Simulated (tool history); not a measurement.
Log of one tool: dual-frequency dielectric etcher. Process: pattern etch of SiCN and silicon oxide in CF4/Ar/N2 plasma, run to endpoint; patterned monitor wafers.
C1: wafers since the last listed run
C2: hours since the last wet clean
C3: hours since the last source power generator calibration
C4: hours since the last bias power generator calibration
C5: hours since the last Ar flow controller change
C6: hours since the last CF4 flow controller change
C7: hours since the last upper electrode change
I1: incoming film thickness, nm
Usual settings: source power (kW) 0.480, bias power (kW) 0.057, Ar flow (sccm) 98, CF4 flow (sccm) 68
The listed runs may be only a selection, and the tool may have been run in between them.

{"run": 1, "hour": 0.0, "source power (kW)": 0.48, "bias power (kW)": 0.057, "Ar flow (sccm)": 98, "CF4 flow (sccm)": 68, "C1": 0, "C2": 412.7, "C3": 913.5, "C4": 2081.1, "C5": 6085.3, "C6": 5169.1, "C7": 1574.5, "I1": 8.89, "endpoint time (s)": 11.1}
{"run": 2, "hour": 45.1, "source power (kW)": 0.48, "bias power (kW)": 0.057, "Ar flow (sccm)": 98, "CF4 flow (sccm)": 68, "C1": 376, "C2": 457.8, "C3": 958.6, "C4": 2126.2, "C5": 6130.4, "C6": 5214.2, "C7": 1619.6, "I1": 8.93, "endpoint time (s)": 11.2}
{"hour": 104.1, "done": "wet clean of the chamber"}
{"run": 3, "hour": 152.0, "source power (kW)": 0.48, "bias power (kW)": 0.057, "Ar flow (sccm)": 98, "CF4 flow (sccm)": 68, "C1": 692, "C2": 47.9, "C3": 1065.5, "C4": 2233.1, "C5": 6237.3, "C6": 5321.1, "C7": 1726.5, "I1": 8.85, "endpoint time (s)": 10.9}
{"run": 4, "hour": 238.8, "source power (kW)": 0.48, "bias power (kW)": 0.057, "Ar flow (sccm)": 98, "CF4 flow (sccm)": 68, "C1": 724, "C2": 134.7, "C3": 1152.3, "C4": 2319.9, "C5": 6324.1, "C6": 5407.9, "C7": 1813.3, "I1": 8.83, "endpoint time (s)": 10.8}
{"run": 5, "hour": 311.7, "source power (kW)": 0.48, "bias power (kW)": 0.057, "Ar flow (sccm)": 98, "CF4 flow (sccm)": 68, "C1": 608, "C2": 207.6, "C3": 1225.2, "C4": 2392.8, "C5": 6397.0, "C6": 5480.8, "C7": 1886.2, "I1": 8.96, "endpoint time (s)": 11.1}
{"run": 6, "hour": 416.0, "source power (kW)": 0.48, "bias power (kW)": 0.057, "Ar flow (sccm)": 98, "CF4 flow (sccm)": 68, "C1": 870, "C2": 311.9, "C3": 1329.5, "C4": 2497.1, "C5": 6501.3, "C6": 5585.1, "C7": 1990.5, "I1": 8.95, "endpoint time (s)": 11.1}
{"run": 7, "hour": 463.2, "source power (kW)": 0.48, "bias power (kW)": 0.057, "Ar flow (sccm)": 98, "CF4 flow (sccm)": 68, "C1": 394, "C2": 359.1, "C3": 1376.7, "C4": 2544.3, "C5": 6548.5, "C6": 5632.3, "C7": 2037.7, "I1": 8.83, "endpoint time (s)": 11.1}
{"hour": 499.6, "done": "Ar flow controller replaced"}
{"run": 8, "hour": 533.3, "source power (kW)": 0.48, "bias power (kW)": 0.057, "Ar flow (sccm)": 98, "CF4 flow (sccm)": 68, "C1": 535, "C2": 429.2, "C3": 1446.8, "C4": 2614.4, "C5": 33.7, "C6": 5702.4, "C7": 2107.8, "I1": 8.95, "endpoint time (s)": 11.5}
{"hour": 550.8, "done": "bias power generator calibrated"}
{"hour": 635.5, "done": "wet clean of the chamber"}
{"run": 9, "hour": 636.0, "source power (kW)": 0.41, "bias power (kW)": 0.057, "Ar flow (sccm)": 98, "CF4 flow (sccm)": 68, "C1": 623, "C2": 0.5, "C3": 1549.5, "C4": 85.2, "C5": 136.4, "C6": 5805.1, "C7": 2210.5, "I1": 8.94, "endpoint time (s)": 13.5}
{"run": 10, "hour": 854.2, "source power (kW)": 0.48, "bias power (kW)": 0.057, "Ar flow (sccm)": 98, "CF4 flow (sccm)": 79, "C1": 1821, "C2": 218.7, "C3": 1767.7, "C4": 303.4, "C5": 354.6, "C6": 6023.3, "C7": 2428.7, "I1": 8.98, "endpoint time (s)": 11.1}
{"hour": 889.2, "done": "CF4 flow controller replaced"}
{"run": 11, "hour": 948.3, "source power (kW)": 0.48, "bias power (kW)": 0.057, "Ar flow (sccm)": 98, "CF4 flow (sccm)": 68, "C1": 735, "C2": 312.8, "C3": 1861.8, "C4": 397.5, "C5": 448.7, "C6": 59.1, "C7": 2522.8, "I1": 8.97, "endpoint time (s)": 11.5}
{"hour": 954.4, "done": "source power generator calibrated"}
{"hour": 976.1, "done": "upper electrode replaced"}
{"run": 12, "hour": 1009.2, "source power (kW)": 0.54, "bias power (kW)": 0.066, "Ar flow (sccm)": 98, "CF4 flow (sccm)": 68, "C1": 294, "C2": 373.7, "C3": 54.8, "C4": 458.4, "C5": 509.6, "C6": 120.0, "C7": 33.1, "I1": 8.88, "endpoint time (s)": 9.1}
{"run": 13, "hour": 1065.3, "source power (kW)": 0.48, "bias power (kW)": 0.057, "Ar flow (sccm)": 98, "CF4 flow (sccm)": 68, "C1": 468, "C2": 429.8, "C3": 110.9, "C4": 514.5, "C5": 565.7, "C6": 176.1, "C7": 89.2, "I1": 8.87, "endpoint time (s)": 11.0}
{"hour": 1115.2, "done": "wet clean of the chamber"}
{"run": 14, "hour": 1122.0, "source power (kW)": 0.48, "bias power (kW)": 0.057, "Ar flow (sccm)": 98, "CF4 flow (sccm)": 68, "C1": 273, "C2": 6.8, "C3": 167.6, "C4": 571.2, "C5": 622.4, "C6": 232.8, "C7": 145.9, "I1": 8.97, "endpoint time (s)": 10.8}
{"run": 15, "hour": 1212.4, "source power (kW)": 0.48, "bias power (kW)": 0.057, "Ar flow (sccm)": 84, "CF4 flow (sccm)": 68, "C1": 754, "C2": 97.2, "C3": 258.0, "C4": 661.6, "C5": 712.8, "C6": 323.2, "C7": 236.3, "I1": 8.86, "endpoint time (s)": 10.5}
{"run": 16, "hour": 1285.1, "source power (kW)": 0.48, "bias power (kW)": 0.057, "Ar flow (sccm)": 76, "CF4 flow (sccm)": 68, "C1": 607, "C2": 169.9, "C3": 330.7, "C4": 734.3, "C5": 785.5, "C6": 395.9, "C7": 309.0, "I1": 8.82, "endpoint time (s)": 10.3}

4 ways to go on from here, each from the tool as it stands after run 16. What would each give?
{"run": "A", "hour": 1285.5, "source power (kW)": 0.48, "bias power (kW)": 0.057, "Ar flow (sccm)": 82, "CF4 flow (sccm)": 68, "C1": 3, "C2": 170.3, "C3": 331.1, "C4": 734.7, "C5": 785.9, "C6": 396.3, "C7": 309.4, "I1": 8.96, "endpoint time (s)": "?"}
{"run": "B", "hour": 1285.5, "source power (kW)": 0.37, "bias power (kW)": 0.061, "Ar flow (sccm)": 117, "CF4 flow (sccm)": 51, "C1": 3, "C2": 170.3, "C3": 331.1, "C4": 734.7, "C5": 785.9, "C6": 396.3, "C7": 309.4, "I1": 8.96, "endpoint time (s)": "?"}
{"run": "C", "hour": 1285.5, "source power (kW)": 0.45, "bias power (kW)": 0.047, "Ar flow (sccm)": 85, "CF4 flow (sccm)": 68, "C1": 3, "C2": 170.3, "C3": 331.1, "C4": 734.7, "C5": 785.9, "C6": 396.3, "C7": 309.4, "I1": 8.96, "endpoint time (s)": "?"}
{"run": "D", "hour": 1285.5, "source power (kW)": 0.48, "bias power (kW)": 0.057, "Ar flow (sccm)": 98, "CF4 flow (sccm)": 74, "C1": 3, "C2": 170.3, "C3": 331.1, "C4": 734.7, "C5": 785.9, "C6": 396.3, "C7": 309.4, "I1": 8.96, "endpoint time (s)": "?"}

run=A endpoint_time_(s)=10.7
run=B endpoint_time_(s)=15.7
run=C endpoint_time_(s)=12.2
run=D endpoint_time_(s)=10.8
With the hidden condition removed and each run's random variation left untouched, the same runs would have given:
run=A endpoint_time_(s)=10.6
run=B endpoint_time_(s)=15.5
run=C endpoint_time_(s)=12.1
run=D endpoint_time_(s)=10.7
